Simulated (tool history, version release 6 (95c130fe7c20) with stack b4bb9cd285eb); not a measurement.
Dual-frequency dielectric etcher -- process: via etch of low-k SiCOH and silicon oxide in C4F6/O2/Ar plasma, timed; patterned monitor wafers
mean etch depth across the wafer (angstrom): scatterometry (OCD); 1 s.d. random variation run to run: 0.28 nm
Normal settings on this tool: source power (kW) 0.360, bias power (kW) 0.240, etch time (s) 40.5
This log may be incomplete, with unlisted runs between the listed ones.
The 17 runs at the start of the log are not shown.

| run | day | source power (kW) | bias power (kW) | etch time (s) | read-back reference wafer on the same gauge, depth_nm | mean etch depth across the wafer (angstrom) |
|---|---|---|---|---|---|---|
| 18 | 35.254 | 0.310 | 0.265 | 50.0 | 113.0 | 1487 |
|  | 36.375 | gauge calibrated |
| 19 | 37.138 | 0.410 | 0.284 | 34.0 | 113.0 | 1119 |
| 20 | 39.629 | 0.360 | 0.240 | 40.5 | 113.0 | 1195 |
| 21 | 40.762 | 0.300 | 0.216 | 33.5 | 113.1 | 892 |
|  | 43.788 | upper electrode replaced |
| 22 | 43.808 | 0.300 | 0.187 | 46.0 | 113.0 | 1137 |
| 23 | 44.312 | 0.360 | 0.293 | 51.0 | 113.0 | 1657 |
| 24 | 46.500 | 0.300 | 0.269 | 40.5 | 113.0 | 1194 |
| 25 | 50.888 | 0.360 | 0.240 | 40.5 | 112.9 | 1191 |
|  | 52.479 | wet clean of the chamber |
| 26 | 53.025 | 0.440 | 0.240 | 35.5 | 113.0 | 1103 |
| 27 | 54.317 | 0.360 | 0.293 | 36.5 | 113.0 | 1181 |
| 28 | 56.158 | 0.360 | 0.240 | 40.5 | 113.0 | 1197 |
| 29 | 57.492 | 0.330 | 0.259 | 47.5 | 113.0 | 1421 |
| 30 | 58.725 | 0.330 | 0.240 | 40.5 | 113.0 | 1164 |

Each row is a separate what-if for the run after 30, all from the same tool condition, not one after another. Results?
| A | 58.742 | 0.360 | 0.211 | 40.5 | ? | ? |
| B | 58.742 | 0.360 | 0.240 | 29.5 | ? | ? |
| C | 58.742 | 0.410 | 0.187 | 43.5 | ? | ? |
| D | 58.742 | 0.360 | 0.240 | 35.0 | ? | ? |

| run | read-back reference wafer on the same gauge, depth_nm | mean etch depth across the wafer (angstrom) |
|---|---|---|
| A | 113.0 | 1116 |
| B | 113.0 | 865 |
| C | 113.0 | 1170 |
| D | 113.0 | 1026 |
Without the tool's unlogged condition, the same runs would have read:
| run | mean etch depth across the wafer (angstrom) |
|---|---|
| A | 1116 |
| B | 865 |
| C | 1170 |
| D | 1026 |
